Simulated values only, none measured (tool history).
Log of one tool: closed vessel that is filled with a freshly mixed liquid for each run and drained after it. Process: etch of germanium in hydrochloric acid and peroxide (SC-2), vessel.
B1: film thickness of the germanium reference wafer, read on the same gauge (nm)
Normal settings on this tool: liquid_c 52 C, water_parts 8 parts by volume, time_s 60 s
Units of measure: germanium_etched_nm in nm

run 1 hour=0 | liquid_c=52 water_parts=8 time_s=80 | B1=108.42 | germanium_etched_nm=193.21
run 2 hour=95.9 | liquid_c=52 water_parts=8 time_s=60 | B1=107.74 | germanium_etched_nm=142.91
run 3 hour=203.7 | liquid_c=52 water_parts=8 time_s=60 | B1=107.29 | germanium_etched_nm=144.05
run 4 hour=297.3 | liquid_c=52 water_parts=11 time_s=80 | B1=107.03 | germanium_etched_nm=185.45
run 5 hour=382.4 | liquid_c=52 water_parts=11 time_s=80 | B1=106.87 | germanium_etched_nm=186.69
run 6 hour=424.9 | liquid_c=52 water_parts=11 time_s=80 | B1=106.77 | germanium_etched_nm=184.34
-- hour=444.9 thermometer replaced
run 7 hour=503.3 | liquid_c=52 water_parts=8 time_s=35 | B1=106.7 | germanium_etched_nm=83.73
-- hour=517.9 chemicals flow meter replaced
run 8 hour=569 | liquid_c=52 water_parts=8 time_s=35 | B1=106.64 | germanium_etched_nm=82.82
-- hour=591.8 gauge calibrated
run 9 hour=622.9 | liquid_c=52 water_parts=8 time_s=60 | B1=109.46 | germanium_etched_nm=146.23
run 10 hour=684.4 | liquid_c=43.5 water_parts=6 time_s=60 | B1=108.84 | germanium_etched_nm=112.77
-- hour=731.1 new drum of peroxide connected
run 11 hour=731.6 | liquid_c=56.5 water_parts=6 time_s=70 | B1=108.45 | germanium_etched_nm=197.67
run 12 hour=821 | liquid_c=52 water_parts=8 time_s=90 | B1=107.91 | germanium_etched_nm=217.96

Forecast run 13:
run 13 hour=866.4 | liquid_c=52 water_parts=4.5 time_s=85 | B1=? | germanium_etched_nm=?

{"run 13": {"B1": 107.65, "germanium_etched_nm": 210}}
If the tool had no hidden condition, the same run with the same run-to-run variation would have returned germanium_etched_nm 214.57 nm.
